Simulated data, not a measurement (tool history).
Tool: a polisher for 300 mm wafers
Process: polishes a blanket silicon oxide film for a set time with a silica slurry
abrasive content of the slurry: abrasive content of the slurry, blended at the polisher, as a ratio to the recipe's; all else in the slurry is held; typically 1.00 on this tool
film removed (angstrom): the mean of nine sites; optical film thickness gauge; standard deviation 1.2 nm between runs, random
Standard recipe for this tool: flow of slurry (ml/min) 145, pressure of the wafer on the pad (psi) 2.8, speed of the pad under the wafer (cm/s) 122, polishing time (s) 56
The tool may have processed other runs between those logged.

| run | day | flow of slurry (ml/min) | pressure of the wafer on the pad (psi) | speed of the pad under the wafer (cm/s) | abrasive content of the slurry | polishing time (s) | wafers since the last listed run | wafers polished on this pad | hours since the slurry nozzle was cleaned | hours since the head pressure was calibrated | hours since the slurry blender was calibrated | hours since the conditioning disc was replaced | incoming thickness of the incoming film, nm | film removed (angstrom) |
|---|---|---|---|---|---|---|---|---|---|---|---|---|---|---|
| 1 | 0.000 | 145 | 2.8 | 94 | 1.00 | 56 | 0 | 5733 | 375.5 | 542.6 | 348.7 | 367.9 | 1081.7 | 855 |
| 2 | 1.854 | 145 | 2.8 | 94 | 1.00 | 56 | 716 | 6450 | 420.0 | 587.1 | 393.2 | 412.4 | 1087.4 | 854 |
|  | 4.058 | worn pad replaced by a new one |
| 3 | 5.783 | 145 | 2.8 | 154 | 1.00 | 56 | 1454 | 666 | 514.3 | 681.4 | 487.5 | 506.7 | 1112.9 | 1120 |
|  | 6.033 | conditioning disc replaced and pad reconditioned |
| 4 | 8.042 | 145 | 2.8 | 154 | 1.00 | 56 | 841 | 1507 | 568.5 | 735.6 | 541.7 | 48.2 | 1090.1 | 1094 |
|  | 8.996 | slurry blender recalibrated |
| 5 | 9.875 | 145 | 2.8 | 154 | 1.00 | 56 | 676 | 2184 | 612.5 | 779.6 | 21.1 | 92.2 | 1095.5 | 1240 |
| 6 | 12.846 | 145 | 2.8 | 90 | 1.00 | 65 | 1148 | 3333 | 683.8 | 850.9 | 92.4 | 163.5 | 1096.2 | 1021 |
|  | 15.129 | slurry nozzle cleaned |
| 7 | 15.683 | 145 | 2.8 | 90 | 1.00 | 65 | 1081 | 4414 | 13.3 | 919.0 | 160.5 | 231.6 | 1101.9 | 993 |
| 8 | 19.475 | 145 | 2.8 | 122 | 1.00 | 56 | 1466 | 5880 | 104.3 | 1010.0 | 251.5 | 322.6 | 1084.6 | 1021 |
|  | 22.004 | worn pad replaced by a new one |
| 9 | 23.496 | 145 | 2.8 | 122 | 1.00 | 56 | 1490 | 576 | 200.8 | 1106.5 | 348.0 | 419.1 | 1095.7 | 1006 |
|  | 26.300 | head pressure recalibrated |
| 10 | 26.321 | 145 | 2.8 | 122 | 1.00 | 56 | 1060 | 1636 | 268.6 | 0.5 | 415.8 | 486.9 | 1102.8 | 986 |
|  | 27.212 | slurry blender recalibrated |
|  | 27.567 | conditioning disc replaced and pad reconditioned |
| 11 | 30.767 | 180 | 3.1 | 122 | 0.85 | 65 | 1654 | 3291 | 375.3 | 107.2 | 85.3 | 76.8 | 1071.2 | 1338 |
| 12 | 33.067 | 145 | 2.3 | 122 | 1.00 | 46 | 889 | 4180 | 430.5 | 162.4 | 140.5 | 132.0 | 1079.3 | 760 |
| 13 | 34.771 | 145 | 2.8 | 122 | 1.00 | 56 | 658 | 4839 | 471.4 | 203.3 | 181.4 | 172.9 | 1090.7 | 1062 |
| 14 | 39.058 | 145 | 2.8 | 122 | 1.30 | 42 | 1657 | 6497 | 574.3 | 306.2 | 284.3 | 275.8 | 1088.0 | 829 |
|  | 44.858 | slurry blender recalibrated |
|  | 45.008 | worn pad replaced by a new one |
|  | 45.875 | conditioning disc replaced and pad reconditioned |
|  | 47.983 | slurry nozzle cleaned |
| 15 | 48.567 | 145 | 2.8 | 110 | 1.00 | 56 | 3538 | 1327 | 14.0 | 534.4 | 89.0 | 64.6 | 1088.0 | 1000 |
| 16 | 51.817 | 145 | 2.8 | 90 | 1.00 | 65 | 1256 | 2584 | 92.0 | 612.4 | 167.0 | 142.6 | 1095.2 | 1030 |
| 17 | 53.412 | 105 | 1.8 | 122 | 0.80 | 62 | 617 | 3201 | 130.3 | 650.7 | 205.3 | 180.9 | 1081.1 | 773 |
| 18 | 57.400 | 145 | 2.8 | 86 | 1.00 | 68 | 1541 | 4743 | 226.0 | 746.4 | 301.0 | 276.6 | 1089.4 | 1024 |
| 19 | 60.338 | 145 | 2.8 | 92 | 0.90 | 41 | 1135 | 5879 | 296.5 | 816.9 | 371.5 | 347.1 | 1106.7 | 621 |
| 20 | 63.712 | 195 | 3.7 | 122 | 1.00 | 56 | 1305 | 7184 | 377.5 | 897.9 | 452.5 | 428.1 | 1087.4 | 1267 |
|  | 63.992 | slurry blender recalibrated |
|  | 65.283 | worn pad replaced by a new one |
| 21 | 65.979 | 145 | 2.8 | 122 | 1.00 | 56 | 779 | 268 | 431.9 | 952.3 | 47.7 | 482.5 | 1087.5 | 1093 |
| 22 | 67.500 | 110 | 2.8 | 122 | 0.75 | 64 | 588 | 856 | 468.4 | 988.8 | 84.2 | 519.0 | 1109.2 | 1087 |
|  | 69.379 | conditioning disc replaced and pad reconditioned |
| 23 | 69.400 | 145 | 2.8 | 122 | 1.00 | 56 | 702 | 1558 | 514.0 | 1034.4 | 129.8 | 0.5 | 1072.6 | 1052 |
| 24 | 73.242 | 145 | 2.8 | 122 | 1.00 | 56 | 1485 | 3044 | 606.2 | 1126.6 | 222.0 | 92.7 | 1083.2 | 1020 |
| 25 | 76.767 | 175 | 2.2 | 110 | 1.00 | 56 | 1363 | 4407 | 690.8 | 1211.2 | 306.6 | 177.3 | 1087.6 | 866 |
|  | 78.988 | head pressure recalibrated |
| 26 | 79.392 | 100 | 2.8 | 90 | 1.00 | 56 | 982 | 5390 | 753.8 | 9.7 | 369.6 | 240.3 | 1096.5 | 779 |

Exercise: give the hidden state of the tool at every run:
removal rate lost through wear of the pad, %: 0 on each run
slurry flow missing at the pad, %: 0 on each run
deviation of the head's pressure from its setpoint, %: 0 on each run
time polished since the conditioner stopped cutting, s: 0 on each run
H1: abrasive missing from the slurry, %
| run | H1 |
|---|---|
| 1 | 29.9 |
| 2 | 33 |
| 3 | 39.7 |
| 4 | 43.5 |
| 5 | 7.67 |
| 6 | 12.7 |
| 7 | 17.5 |
| 8 | 24 |
| 9 | 30.8 |
| 10 | 35.6 |
| 11 | 7.11 |
| 12 | 11 |
| 13 | 13.9 |
| 14 | 21.2 |
| 15 | 6.35 |
| 16 | 11.9 |
| 17 | 14.6 |
| 18 | 21.4 |
| 19 | 26.4 |
| 20 | 32.1 |
| 21 | 4.33 |
| 22 | 6.92 |
| 23 | 10.2 |
| 24 | 16.7 |
| 25 | 22.7 |
| 26 | 27.1 |

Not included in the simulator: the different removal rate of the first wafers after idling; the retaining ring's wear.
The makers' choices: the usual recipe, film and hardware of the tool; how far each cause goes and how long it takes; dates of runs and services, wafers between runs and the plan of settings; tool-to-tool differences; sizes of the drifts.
